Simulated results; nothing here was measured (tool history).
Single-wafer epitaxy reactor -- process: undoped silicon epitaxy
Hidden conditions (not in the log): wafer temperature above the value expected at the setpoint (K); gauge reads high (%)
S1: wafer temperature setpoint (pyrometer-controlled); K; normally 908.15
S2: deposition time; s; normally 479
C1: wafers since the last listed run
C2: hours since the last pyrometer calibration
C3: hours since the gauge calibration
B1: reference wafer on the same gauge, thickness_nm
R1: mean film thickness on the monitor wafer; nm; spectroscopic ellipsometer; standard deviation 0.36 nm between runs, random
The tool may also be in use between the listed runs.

run,hour,S1,S2,C1,C2,C3,B1,R1
1,0.0,905.15,507,0,1174.5,232.8,55.358,55.193
2,29.3,905.15,507,139,1203.8,262.1,55.336,54.338
3,55.3,908.15,479,123,1229.8,288.1,55.349,54.774
4,112.3,908.15,479,271,1286.8,345.1,55.378,53.912
5,133.5,908.15,479,101,1308.0,366.3,55.512,54.930
6,164.1,908.15,479,145,1338.6,396.9,55.366,53.942
7,189.6,908.15,479,121,1364.1,422.4,55.390,54.276
# hour 210.2: pyrometer calibrated
8,225.3,908.15,479,132,15.1,458.1,55.436,61.100
# hour 237.9: gauge calibrated
9,239.5,908.15,479,67,29.3,1.6,55.427,60.908
10,251.7,908.15,479,58,41.5,13.8,55.477,60.519
11,279.4,908.15,479,132,69.2,41.5,55.328,60.397
12,313.6,908.15,479,162,103.4,75.7,55.261,60.210
13,347.3,908.15,479,160,137.1,109.4,55.350,61.073
14,369.0,922.15,479,103,158.8,131.1,55.353,78.650
15,382.7,897.15,479,65,172.5,144.8,55.369,48.393
16,411.8,914.15,479,138,201.6,173.9,55.450,67.514
17,434.2,905.15,507,106,224.0,196.3,55.262,59.522
18,463.2,903.15,521,138,253.0,225.3,55.419,58.960
19,498.0,912.15,514,165,287.8,260.1,55.457,69.431
20,513.4,908.15,479,73,303.2,275.5,55.336,60.107
21,546.8,923.15,404,159,336.6,308.9,55.355,67.122
22,561.5,914.15,526,70,351.3,323.6,55.429,73.259

Forecast each of these 4 alternatives for the next run:
A,562.0,908.15,479,2,351.8,324.1,?,?
B,562.0,899.15,525,2,351.8,324.1,?,?
C,562.0,920.15,398,2,351.8,324.1,?,?
D,562.0,898.15,409,2,351.8,324.1,?,?

run,B1,R1
A,55.294,59.621
B,55.294,54.566
C,55.294,62.698
D,55.294,41.658
Take away the tool's hidden state, keep each run's random variation, and the runs would have read:
run,R1
A,61.072
B,55.917
C,64.188
D,42.692
